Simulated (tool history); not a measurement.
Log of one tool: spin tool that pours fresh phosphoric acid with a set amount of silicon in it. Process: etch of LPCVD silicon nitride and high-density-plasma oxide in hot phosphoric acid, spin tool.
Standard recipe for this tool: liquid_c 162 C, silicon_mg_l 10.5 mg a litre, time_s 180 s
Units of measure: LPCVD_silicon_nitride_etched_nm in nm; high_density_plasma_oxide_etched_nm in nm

run   hour  liquid_c  silicon_mg_l  time_s  read-back film thickness of the LPCVD silicon nitride reference wafer, read on the same gauge (nm)  read-back film thickness of the high-density-plasma oxide reference wafer, read on the same gauge (nm)  LPCVD_silicon_nitride_etched_nm  high_density_plasma_oxide_etched_nm
  1      0       162          13.5     180                                                                                               40.02                                                                                                  59.943                            17.51                                0.839
  2      7       162             8     180                                                                                               39.99                                                                                                   59.97                            17.54                                 0.97
  3   31.8       162             8     180                                                                                               40.01                                                                                                  60.017                            17.53                                1.059
  4     44       162             6     180                                                                                               40.01                                                                                                  60.011                            17.52                                1.051
  5   54.1       162          10.5     180                                                                                               40.01                                                                                                  60.008                            17.68                                0.944
  6   70.4       162          10.5     180                                                                                               40.02                                                                                                  59.979                            17.53                                0.984
        75  -- dissolved silicon flow meter replaced
  7   78.4       162          10.5     180                                                                                               39.99                                                                                                  59.969                            17.59                                1.088
  8   86.5       162          10.5     180                                                                                                  40                                                                                                  60.004                            17.45                                 0.97
      93.1  -- gauge calibrated
  9   94.3       162            13     135                                                                                               40.01                                                                                                  60.007                            13.25                                0.668
 10  111.1     159.5          10.5     240                                                                                               40.02                                                                                                  59.993                            21.68                                1.065
     115.8  -- thermometer replaced
 11  119.4       162             6     180                                                                                                  40                                                                                                  59.935                            16.13                                0.857
 12  133.1       162          13.5     250                                                                                                  40                                                                                                  59.965                             22.3                                1.034
     134.7  -- heated supply line repaired
 13  140.9       162          10.5     180                                                                                               40.01                                                                                                  60.011                            16.24                                0.787
 14  154.9       162          10.5      70                                                                                               40.02                                                                                                  59.993                             6.27                                0.335
 15  162.2       161          13.5     210                                                                                                  40                                                                                                  59.977                             18.2                                0.844
 16  170.7       161          17.5     220                                                                                               40.01                                                                                                  59.992                            19.14                                0.748
 17  187.3       162          10.5     180                                                                                               39.99                                                                                                   60.01                            16.26                                0.848
 18  197.7       162          10.5     180                                                                                               39.99                                                                                                  59.983                            16.23                                0.864
 19  208.2     163.5             5     270                                                                                               39.98                                                                                                  59.994                            25.41                                1.637
 20    218       164          10.5      80                                                                                               40.01                                                                                                  59.991                              7.7                                0.427
 21  235.3       162          10.5     180                                                                                                  40                                                                                                  59.997                            16.23                                0.843
 22  250.5       160             5     115                                                                                               40.01                                                                                                  60.048                             9.74                                0.562

Forecast each of these 3 alternatives for the next run:
  A   251       162            18     180                                                                                                   ?                                                                                                       ?                                ?                                    ?
  B   251     159.5          15.5     125                                                                                                   ?                                                                                                       ?                                ?                                    ?
  C   251       162          10.5     260                                                                                                   ?                                                                                                       ?                                ?                                    ?

run  read-back film thickness of the LPCVD silicon nitride reference wafer, read on the same gauge (nm)  read-back film thickness of the high-density-plasma oxide reference wafer, read on the same gauge (nm)  LPCVD_silicon_nitride_etched_nm  high_density_plasma_oxide_etched_nm
  A                                                                                                  40                                                                                                  60.013                            16.26                                0.693
  B                                                                                                  40                                                                                                  60.013                            10.39                                0.427
  C                                                                                                  40                                                                                                  60.013                            23.49                                1.203
With no hidden state in the tool, these same runs would have given:
run  LPCVD_silicon_nitride_etched_nm  high_density_plasma_oxide_etched_nm
  A                            16.07                                0.675
  B                            10.26                                0.416
  C                            23.21                                1.172
